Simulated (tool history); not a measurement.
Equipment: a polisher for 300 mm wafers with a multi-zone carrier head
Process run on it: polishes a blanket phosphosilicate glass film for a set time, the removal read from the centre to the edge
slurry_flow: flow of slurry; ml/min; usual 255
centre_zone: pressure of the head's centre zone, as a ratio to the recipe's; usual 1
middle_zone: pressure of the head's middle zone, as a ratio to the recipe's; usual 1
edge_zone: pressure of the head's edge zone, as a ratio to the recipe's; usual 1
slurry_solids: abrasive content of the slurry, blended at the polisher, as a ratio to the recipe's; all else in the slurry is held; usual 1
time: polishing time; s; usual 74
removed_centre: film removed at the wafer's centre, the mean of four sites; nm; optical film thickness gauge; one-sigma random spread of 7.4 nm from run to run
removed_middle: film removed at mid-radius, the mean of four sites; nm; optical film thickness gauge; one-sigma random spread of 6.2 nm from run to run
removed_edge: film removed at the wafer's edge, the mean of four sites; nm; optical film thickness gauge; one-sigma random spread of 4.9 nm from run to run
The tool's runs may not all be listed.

run     day  slurry_flow  centre_zone  middle_zone  edge_zone  slurry_solids  time  wafers since the last listed run  wafers polished on this pad  hours since the slurry nozzle was cleaned  hours since the centre zone pressure was calibrated  hours since the edge zone pressure was calibrated  hours since the carrier head's membrane was replaced  incoming thickness of the incoming film, nm  removed_centre  removed_middle  removed_edge
  1       0          255            1            1          1              1    74                                 0                          164                                      121.9                                                  640                                                353                                                1079.2                                       3726.2           576.9           585.2         618.5
      1.138  -- centre zone pressure recalibrated
  2   3.908          255            1            1          1              1    74                               615                          779                                      215.7                                                 66.5                                              446.8                                                  1173                                       3639.5           559.1           589.7         616.3
      5.712  -- edge zone pressure recalibrated
  3  10.717          255            1            1          1              1    74                              1082                         1862                                      379.1                                                229.9                                              120.1                                                1336.4                                       3716.7           575.4             594         621.6
  4  14.579          255            1            1          1              1    74                               621                         2483                                      471.8                                                322.6                                              212.8                                                1429.1                                       3669.1           560.9           583.6         613.1
  5  16.896          255            1            1          1              1    74                               372                         2856                                      527.4                                                378.2                                              268.4                                                1484.7                                       3744.2           573.9           582.4         613.9
     17.929  -- worn pad replaced by a new one
  6  20.896          255            1         1.04       0.91              1    74                               616                          477                                      623.4                                                474.2                                              364.4                                                1580.7                                         3714           559.3           580.1         572.8
  7  23.467          255            1         1.04       0.91              1    74                               413                          891                                      685.1                                                535.9                                              426.1                                                1642.4                                       3748.6             548           585.6         579.6
     24.025  -- edge zone pressure recalibrated
  8  27.671          255            1         1.04       0.91              1    74                               663                         1554                                        786                                                636.8                                               87.5                                                1743.3                                       3704.7           536.3           583.1         567.5
  9  29.325          325            1         0.92          1              1    74                               266                         1820                                      825.7                                                676.5                                              127.2                                                  1783                                       3694.2           573.2           543.1           602
     30.671  -- centre zone pressure recalibrated
 10  32.579          255            1            1          1              1    74                               510                         2330                                      903.8                                                 45.8                                              205.3                                                1861.1                                       3645.6           528.4           559.1         567.4
     33.279  -- slurry nozzle cleaned
       34.5  -- carrier head's membrane replaced by a new one
 11  36.733          255            1            1          1              1    74                               628                         2959                                       82.9                                                145.5                                                305                                                  53.6                                       3732.3           572.2           588.7         609.8
     37.608  -- worn pad replaced by a new one
 12  39.108          255            1            1          1              1    74                               355                          241                                      139.9                                                202.5                                                362                                                 110.6                                       3717.3           566.4           577.4         609.1
     42.333  -- edge zone pressure recalibrated
 13  42.858          255            1            1          1              1    74                               590                          831                                      229.9                                                292.5                                               12.6                                                 200.6                                       3688.3           559.6           582.2         604.7
 14  47.012          255         1.05            1          1              1    64                               668                         1500                                      329.6                                                392.2                                              112.3                                                 300.3                                       3735.2             498           508.8         526.4
 15  51.183          255            1            1       1.04              1    67                               671                         2171                                      429.7                                                492.3                                              212.4                                                 400.4                                         3730           500.1             521         560.5
     54.508  -- worn pad replaced by a new one
 16  54.771          255         1.06         0.95       1.03              1    97                               550                           42                                      515.8                                                578.4                                              298.5                                                 486.5                                       3710.9           766.8           731.2         794.2
     56.708  -- centre zone pressure recalibrated
 17  59.983          255            1            1          1            1.1    74                               825                          867                                      640.9                                                 78.6                                              423.6                                                 611.6                                       3735.1           578.4           586.5         624.4
     61.542  -- edge zone pressure recalibrated
 18   63.35          255         1.06         0.95       1.03              1    97                               528                         1396                                      721.7                                                159.4                                               43.4                                                 692.4                                         3721           749.5           706.2         781.6
     64.654  -- slurry nozzle cleaned
 19  67.171          255         0.95            1       0.92            0.7    74                               608                         2004                                       60.4                                                251.1                                              135.1                                                 784.1                                         3665           445.1           484.6         491.5
 20  70.442          255         0.92            1          1              1    56                               526                         2530                                      138.9                                                329.6                                              213.6                                                 862.6                                       3679.4           399.3           439.2         467.8
     72.654  -- worn pad replaced by a new one
 21  73.846          255         1.11         1.08       0.92              1    63                               521                          192                                      220.6                                                411.3                                              295.3                                                 944.3                                       3651.9           545.6             533         497.2
 22  77.817          295            1         1.04          1            0.9    63                               639                          831                                      315.9                                                506.6                                              390.6                                                1039.6                                       3739.9           465.4           501.2         499.3

Same runs, no hidden state in the tool, same run-to-run variation:
The tool's hidden condition here consists of: removal rate lost through wear of the pad, %; slurry flow missing at the pad, %; deviation of the centre zone's pressure from its setpoint, %; deviation of the edge zone's pressure from its setpoint, %.
run  removed_centre  removed_middle  removed_edge
  1           579.3           587.4         620.3
  2           562.6           593.1           619
  3           583.1           601.3         627.3
  4           572.1           594.2         621.4
  5           588.2           595.5         624.3
  6           579.3           598.8         586.7
  7           572.7           609.3         597.1
  8           571.1             617         591.9
  9           607.3           572.3         626.3
 10           581.4           609.3         604.6
 11           578.9             595         614.7
 12           573.6             584         614.4
 13           568.3           590.3           611
 14             508             518         533.6
 15           513.5           533.6         570.7
 16           793.6           754.2         812.9
 17           608.4           613.8         646.1
 18           800.1           748.9         816.6
 19           450.2           489.6         495.4
 20           404.4           444.2         471.9
 21           553.7           540.2         502.2
 22           473.3           508.8           505
